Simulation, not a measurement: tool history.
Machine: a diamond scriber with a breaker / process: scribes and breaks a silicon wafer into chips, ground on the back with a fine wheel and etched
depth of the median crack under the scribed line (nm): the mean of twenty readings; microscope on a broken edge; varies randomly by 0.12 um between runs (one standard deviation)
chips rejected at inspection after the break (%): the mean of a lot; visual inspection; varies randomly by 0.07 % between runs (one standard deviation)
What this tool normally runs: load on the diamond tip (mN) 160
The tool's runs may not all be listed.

| run | hour | load on the diamond tip (mN) | incoming depth of the damage left on the back of the incoming wafer, um | depth of the median crack under the scribed line (nm) | chips rejected at inspection after the break (%) |
|---|---|---|---|---|---|
| 1 | 0.0 | 160 | 0.54 | 9800 | 1.78 |
|  | 159.1 | diamond tip replaced by a new one |
| 2 | 239.0 | 125 | 0.80 | 8130 | 11.75 |
| 3 | 289.8 | 125 | 0.52 | 8170 | 10.87 |
| 4 | 330.8 | 160 | 0.35 | 10200 | 1.43 |
| 5 | 402.6 | 160 | 0.44 | 10320 | 1.55 |
| 6 | 461.7 | 160 | 0.48 | 10210 | 1.62 |
| 7 | 544.9 | 160 | 0.48 | 9990 | 1.76 |
| 8 | 617.2 | 122 | 0.41 | 7780 | 15.86 |
| 9 | 669.7 | 122 | 0.51 | 7700 | 16.29 |
|  | 690.2 | load on the tip recalibrated |
| 10 | 709.9 | 136 | 0.76 | 8490 | 8.20 |
| 11 | 790.3 | 160 | 0.64 | 9830 | 2.18 |
| 12 | 874.9 | 160 | 0.62 | 9820 | 2.60 |
| 13 | 928.0 | 160 | 0.48 | 9620 | 2.56 |
| 14 | 1002.5 | 134 | 0.30 | 8210 | 11.61 |
| 15 | 1080.1 | 126 | 0.49 | 7450 | 17.43 |
|  | 1109.4 | diamond tip replaced by a new one |
| 16 | 1142.3 | 197 | 0.38 | 10470 | 1.44 |
| 17 | 1205.4 | 183 | 0.44 | 9780 | 2.24 |
|  | 1349.0 | load on the tip recalibrated |
| 18 | 1430.2 | 182 | 0.58 | 9460 | 3.30 |
| 19 | 1497.3 | 133 | 0.64 | 6910 | 24.87 |
| 20 | 1592.5 | 136 | 0.48 | 7020 | 23.93 |
| 21 | 1681.1 | 179 | 0.54 | 8910 | 5.44 |
|  | 1695.9 | diamond tip replaced by a new one, repeated, since the last time left the tool worse |
| 22 | 1723.8 | 193 | 0.46 | 12170 | 4.93 |
| 23 | 1761.5 | 116 | 0.79 | 7540 | 18.01 |
| 24 | 1845.4 | 139 | 0.47 | 8850 | 4.91 |
|  | 2005.2 | load on the tip recalibrated |
| 25 | 2041.3 | 176 | 0.67 | 11040 | 1.53 |
| 26 | 2093.7 | 160 | 0.34 | 10340 | 1.68 |
| 27 | 2366.2 | 160 | 0.38 | 9730 | 2.22 |
| 28 | 2446.9 | 191 | 0.64 | 11490 | 1.91 |
| 29 | 2539.5 | 144 | 0.78 | 8750 | 7.56 |
| 30 | 2636.8 | 129 | 0.76 | 7750 | 15.11 |
|  | 2707.2 | diamond tip replaced by a new one |
|  | 2710.0 | load on the tip recalibrated |
| 31 | 2721.3 | 187 | 0.77 | 12070 | 3.88 |

What if the next run were any one of these 3? Each begins from the tool's condition after run 31:
| A | 2722.0 | 178 | 0.65 | ? | ? |
| B | 2722.0 | 202 | 0.65 | ? | ? |
| C | 2722.0 | 140 | 0.65 | ? | ? |

| run | depth of the median crack under the scribed line (nm) | chips rejected at inspection after the break (%) |
|---|---|---|
| A | 11440 | 2.43 |
| B | 12760 | 7.12 |
| C | 9180 | 4.03 |
Had the tool no hidden state, the same runs would have come out as:
| run | depth of the median crack under the scribed line (nm) | chips rejected at inspection after the break (%) |
|---|---|---|
| A | 11540 | 2.67 |
| B | 12870 | 7.62 |
| C | 9260 | 3.69 |
